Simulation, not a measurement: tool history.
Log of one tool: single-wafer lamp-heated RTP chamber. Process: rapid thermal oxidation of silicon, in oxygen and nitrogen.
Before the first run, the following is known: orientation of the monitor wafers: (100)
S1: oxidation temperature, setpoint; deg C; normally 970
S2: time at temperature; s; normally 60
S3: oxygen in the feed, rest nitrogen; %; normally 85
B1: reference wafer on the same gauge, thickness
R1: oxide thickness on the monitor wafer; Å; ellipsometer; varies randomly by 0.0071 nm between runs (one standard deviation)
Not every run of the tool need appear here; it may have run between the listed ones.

run,hour,S1,S2,S3,B1,R1
1,0,970,60,85,4.55,47.45
2,74.5,970,60,85,4.549,47.81
3,120.2,970,72,85,4.551,51.76
4,220.5,970,72,85,4.551,51.94
5,485.3,970,72,85,4.55,52.14
# hour 555.9: pyrometer window cleaned and pyrometer calibrated
6,572.4,970,60,67,4.55,43.94
7,669.5,970,60,67,4.549,44.23
8,725.7,970,60,67,4.55,44.25
9,777.4,970,60,98,4.549,50.13
10,817.3,970,60,98,4.549,50.36
11,867.1,970,60,98,4.548,50.29
12,915.8,970,60,85,4.551,48.21
13,976.2,970,60,85,4.549,48.19
14,1042.6,970,60,85,4.55,48.19
# hour 1114.2: pyrometer window cleaned and pyrometer calibrated
15,1128.2,970,60,85,4.551,47.4
16,1202.4,970,60,85,4.549,47.6
17,1243.6,970,60,85,4.55,47.65
# hour 1277.5: oxygen flow controller replaced
18,1483.9,970,60,85,4.55,47.9
19,1589.7,947,60,85,4.55,40.92
20,1688.9,970,60,95,4.551,49.96
# hour 1724.1: gauge calibrated
# hour 1743.2: pyrometer window cleaned and pyrometer calibrated
21,1743.7,970,60,95,4.549,49.03
22,1854.2,970,60,85,4.551,47.7
23,1911.5,970,30,93,4.55,37.48
24,2073,950,82,71,4.549,44.68
25,2130.2,951,60,85,4.551,42.1
26,2206.6,970,60,85,4.551,48.2
# hour 2383.5: pyrometer window cleaned and pyrometer calibrated
27,2419,955,33,98,4.55,35.49
28,2473.8,970,35,55,4.549,34.14
29,2537.6,995,45,62,4.548,45.62
30,2594.5,970,88,85,4.55,56.38
31,2697.3,998,82,85,4.55,67.38
32,2750,970,39,85,4.549,40.43
33,2830,970,60,85,4.55,48.25
34,2887.9,945,60,85,4.551,40.39
35,2925,956,60,98,4.55,45.69
# hour 3023.8: pyrometer window cleaned and pyrometer calibrated
36,3024.3,957,44,98,4.55,39.98
37,3081.1,960,60,95,4.55,46.12
38,3122.1,962,86,56,4.549,45.97

For each run, what was the tool's unlogged condition?
deviation of the oxygen flow from its setpoint, %: 0, the same for each run
gauge reads high (%): 0, the same for each run
H1: true wafer temperature minus pyrometer reading, K
run,H1
1,0.836
2,1.54
3,1.87
4,2.37
5,2.96
6,0.354
7,1.37
8,1.78
9,2.07
10,2.25
11,2.42
12,2.56
13,2.7
14,2.8
15,0.228
16,1.06
17,1.41
18,2.49
19,2.69
20,2.81
21,0.265
22,1.48
23,1.9
24,2.61
25,2.76
26,2.9
27,0.566
28,1.14
29,1.65
30,1.99
31,2.41
32,2.55
33,2.72
34,2.8
35,2.84
36,0.647
37,1.35
38,1.75
